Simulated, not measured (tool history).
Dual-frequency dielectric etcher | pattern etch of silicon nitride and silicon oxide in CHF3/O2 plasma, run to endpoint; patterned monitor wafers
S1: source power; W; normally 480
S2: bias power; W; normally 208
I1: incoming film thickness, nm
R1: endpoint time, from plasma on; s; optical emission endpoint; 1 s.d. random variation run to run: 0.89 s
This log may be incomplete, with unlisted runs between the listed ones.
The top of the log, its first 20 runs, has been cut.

{"hour": 1300.0, "done": "source power generator calibrated"}
{"run": 21, "hour": 1387.3, "S1": 400, "S2": 184, "I1": 175.4, "R1": 127.5}
{"run": 22, "hour": 1445.8, "S1": 570, "S2": 208, "I1": 173.6, "R1": 109.9}
{"run": 23, "hour": 1551.3, "S1": 420, "S2": 208, "I1": 176.1, "R1": 119.0}
{"hour": 1611.1, "done": "wet clean of the chamber"}
{"run": 24, "hour": 1645.6, "S1": 600, "S2": 244, "I1": 176.9, "R1": 105.8}
{"run": 25, "hour": 1695.7, "S1": 380, "S2": 225, "I1": 174.5, "R1": 120.3}
{"run": 26, "hour": 1883.8, "S1": 400, "S2": 170, "I1": 178.0, "R1": 132.4}
{"run": 27, "hour": 1921.0, "S1": 590, "S2": 249, "I1": 176.7, "R1": 101.8}
{"run": 28, "hour": 1969.4, "S1": 480, "S2": 208, "I1": 175.5, "R1": 114.5}
{"hour": 2072.5, "done": "wet clean of the chamber"}
{"run": 29, "hour": 2073.0, "S1": 480, "S2": 185, "I1": 177.0, "R1": 127.0}
{"run": 30, "hour": 2124.8, "S1": 380, "S2": 192, "I1": 176.0, "R1": 129.4}

Alternative continuations, all from the tool just after run 30; predict every row:
{"run": "A", "hour": 2125.3, "S1": 480, "S2": 246, "I1": 175.7, "R1": "?"}
{"run": "B", "hour": 2125.3, "S1": 600, "S2": 190, "I1": 175.7, "R1": "?"}
{"run": "C", "hour": 2125.3, "S1": 390, "S2": 260, "I1": 175.7, "R1": "?"}
{"run": "D", "hour": 2125.3, "S1": 380, "S2": 230, "I1": 175.7, "R1": "?"}

run=A R1=111.2
run=B R1=115.5
run=C R1=114.4
run=D R1=120.7
What these runs would have given with no unlogged condition in the tool:
run=A R1=111.7
run=B R1=116.1
run=C R1=115.0
run=D R1=121.3
